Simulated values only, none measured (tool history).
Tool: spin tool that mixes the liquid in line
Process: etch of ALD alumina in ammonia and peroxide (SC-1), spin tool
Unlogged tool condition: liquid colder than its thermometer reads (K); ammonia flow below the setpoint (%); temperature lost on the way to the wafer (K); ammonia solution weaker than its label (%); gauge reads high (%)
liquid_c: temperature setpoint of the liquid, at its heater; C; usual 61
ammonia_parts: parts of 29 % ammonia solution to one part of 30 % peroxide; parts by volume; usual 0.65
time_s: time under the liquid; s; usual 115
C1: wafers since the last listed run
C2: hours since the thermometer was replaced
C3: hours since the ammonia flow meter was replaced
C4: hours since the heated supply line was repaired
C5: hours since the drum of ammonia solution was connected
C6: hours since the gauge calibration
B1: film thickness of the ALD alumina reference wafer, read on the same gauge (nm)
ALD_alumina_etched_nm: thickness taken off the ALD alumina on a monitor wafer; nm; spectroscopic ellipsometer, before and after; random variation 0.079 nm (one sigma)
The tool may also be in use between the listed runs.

run 1 day=0 | liquid_c=65.5 ammonia_parts=0.65 time_s=130 | C1=0 C2=1437.9 C3=369.8 C4=300.3 C5=726.6 C6=351.8 | B1=30.03 | ALD_alumina_etched_nm=22.45
run 2 day=3.338 | liquid_c=61 ammonia_parts=0.65 time_s=115 | C1=698 C2=1518 C3=449.9 C4=380.4 C5=806.7 C6=431.9 | B1=30 | ALD_alumina_etched_nm=15.86
run 3 day=5.329 | liquid_c=61 ammonia_parts=0.65 time_s=115 | C1=416 C2=1565.8 C3=497.7 C4=428.2 C5=854.5 C6=479.7 | B1=30 | ALD_alumina_etched_nm=15.92
run 4 day=9.217 | liquid_c=51.5 ammonia_parts=0.75 time_s=180 | C1=813 C2=1659.1 C3=591 C4=521.5 C5=947.8 C6=573 | B1=30 | ALD_alumina_etched_nm=15.23
run 5 day=10.958 | liquid_c=61 ammonia_parts=0.5 time_s=90 | C1=364 C2=1700.9 C3=632.8 C4=563.3 C5=989.6 C6=614.8 | B1=30.02 | ALD_alumina_etched_nm=12.1
-- day=13.179 new drum of ammonia solution connected
run 6 day=14.133 | liquid_c=61 ammonia_parts=0.4 time_s=60 | C1=655 C2=1777.1 C3=709 C4=639.5 C5=22.9 C6=691 | B1=30.01 | ALD_alumina_etched_nm=7.86
-- day=14.629 ammonia flow meter replaced
run 7 day=16.529 | liquid_c=66 ammonia_parts=0.75 time_s=160 | C1=492 C2=1834.6 C3=45.6 C4=697 C5=80.4 C6=748.5 | B1=30.02 | ALD_alumina_etched_nm=28.72
run 8 day=19.238 | liquid_c=52 ammonia_parts=0.55 time_s=180 | C1=566 C2=1899.6 C3=110.6 C4=762 C5=145.4 C6=813.5 | B1=29.95 | ALD_alumina_etched_nm=15.12
-- day=20.4 thermometer replaced
run 9 day=22.642 | liquid_c=54 ammonia_parts=0.65 time_s=115 | C1=703 C2=53.8 C3=192.3 C4=843.7 C5=227.1 C6=895.2 | B1=30.03 | ALD_alumina_etched_nm=10.91
run 10 day=26.725 | liquid_c=61 ammonia_parts=0.65 time_s=115 | C1=854 C2=151.8 C3=290.3 C4=941.7 C5=325.1 C6=993.2 | B1=29.96 | ALD_alumina_etched_nm=15.77
run 11 day=28.4 | liquid_c=53 ammonia_parts=0.75 time_s=180 | C1=350 C2=192 C3=330.5 C4=981.9 C5=365.3 C6=1033.4 | B1=30 | ALD_alumina_etched_nm=16.38
run 12 day=30.558 | liquid_c=61 ammonia_parts=0.65 time_s=115 | C1=451 C2=243.8 C3=382.3 C4=1033.7 C5=417.1 C6=1085.2 | B1=30 | ALD_alumina_etched_nm=15.64
run 13 day=33.442 | liquid_c=66 ammonia_parts=0.45 time_s=155 | C1=603 C2=313 C3=451.5 C4=1102.9 C5=486.3 C6=1154.4 | B1=29.97 | ALD_alumina_etched_nm=26.4
run 14 day=36.196 | liquid_c=57 ammonia_parts=0.85 time_s=90 | C1=576 C2=379.1 C3=517.6 C4=1169 C5=552.4 C6=1220.5 | B1=30.02 | ALD_alumina_etched_nm=10.28
run 15 day=37.783 | liquid_c=69 ammonia_parts=0.9 time_s=170 | C1=332 C2=417.2 C3=555.7 C4=1207.1 C5=590.5 C6=1258.6 | B1=29.96 | ALD_alumina_etched_nm=35.81
run 16 day=40.292 | liquid_c=61 ammonia_parts=0.65 time_s=115 | C1=524 C2=477.4 C3=615.9 C4=1267.3 C5=650.7 C6=1318.8 | B1=30.02 | ALD_alumina_etched_nm=15.58
run 17 day=46.625 | liquid_c=70 ammonia_parts=0.8 time_s=150 | C1=1325 C2=629.4 C3=767.9 C4=1419.3 C5=802.7 C6=1470.8 | B1=30 | ALD_alumina_etched_nm=32.66
run 18 day=48.179 | liquid_c=61 ammonia_parts=0.65 time_s=115 | C1=325 C2=666.7 C3=805.2 C4=1456.6 C5=840 C6=1508.1 | B1=29.94 | ALD_alumina_etched_nm=15.77
-- day=50.158 ammonia flow meter replaced
run 19 day=51.475 | liquid_c=61 ammonia_parts=0.45 time_s=155 | C1=680 C2=745.8 C3=31.6 C4=1535.7 C5=919.1 C6=1587.2 | B1=29.99 | ALD_alumina_etched_nm=20.31
-- day=52.55 new drum of ammonia solution connected
run 20 day=55.354 | liquid_c=56.5 ammonia_parts=0.8 time_s=145 | C1=802 C2=838.9 C3=124.7 C4=1628.8 C5=67.3 C6=1680.3 | B1=29.99 | ALD_alumina_etched_nm=15.87
run 21 day=58.575 | liquid_c=61 ammonia_parts=0.85 time_s=65 | C1=673 C2=916.2 C3=202 C4=1706.1 C5=144.6 C6=1757.6 | B1=30.02 | ALD_alumina_etched_nm=9.07
run 22 day=62.996 | liquid_c=61 ammonia_parts=0.65 time_s=115 | C1=924 C2=1022.3 C3=308.1 C4=1812.2 C5=250.7 C6=1863.7 | B1=29.98 | ALD_alumina_etched_nm=15.51
run 23 day=66.204 | liquid_c=57 ammonia_parts=0.85 time_s=90 | C1=671 C2=1099.3 C3=385.1 C4=1889.2 C5=327.7 C6=1940.7 | B1=30 | ALD_alumina_etched_nm=10.31
run 24 day=69.817 | liquid_c=61 ammonia_parts=0.65 time_s=115 | C1=755 C2=1186 C3=471.8 C4=1975.9 C5=414.4 C6=2027.4 | B1=30.01 | ALD_alumina_etched_nm=15.64
run 25 day=72.525 | liquid_c=61 ammonia_parts=0.65 time_s=80 | C1=566 C2=1251 C3=536.8 C4=2040.9 C5=479.4 C6=2092.4 | B1=30 | ALD_alumina_etched_nm=10.82

Below are 4 alternative next runs, each starting from the tool's condition after run 25. Predict each:
run A day=72.542 | liquid_c=61 ammonia_parts=0.65 time_s=115 | C1=3 C2=1251.4 C3=537.2 C4=2041.3 C5=479.8 C6=2092.8 | B1=? | ALD_alumina_etched_nm=?
run B day=72.542 | liquid_c=68 ammonia_parts=0.65 time_s=115 | C1=3 C2=1251.4 C3=537.2 C4=2041.3 C5=479.8 C6=2092.8 | B1=? | ALD_alumina_etched_nm=?
run C day=72.542 | liquid_c=61 ammonia_parts=0.4 time_s=85 | C1=3 C2=1251.4 C3=537.2 C4=2041.3 C5=479.8 C6=2092.8 | B1=? | ALD_alumina_etched_nm=?
run D day=72.542 | liquid_c=52 ammonia_parts=0.65 time_s=115 | C1=3 C2=1251.4 C3=537.2 C4=2041.3 C5=479.8 C6=2092.8 | B1=? | ALD_alumina_etched_nm=?

run=A B1=29.98 ALD_alumina_etched_nm=15.66
run=B B1=29.98 ALD_alumina_etched_nm=22.21
run=C B1=29.98 ALD_alumina_etched_nm=11.05
run=D B1=29.98 ALD_alumina_etched_nm=9.74
Had the tool no hidden state, the same runs would have come out as:
run=A ALD_alumina_etched_nm=15.98
run=B ALD_alumina_etched_nm=22.64
run=C ALD_alumina_etched_nm=11.28
run=D ALD_alumina_etched_nm=9.95
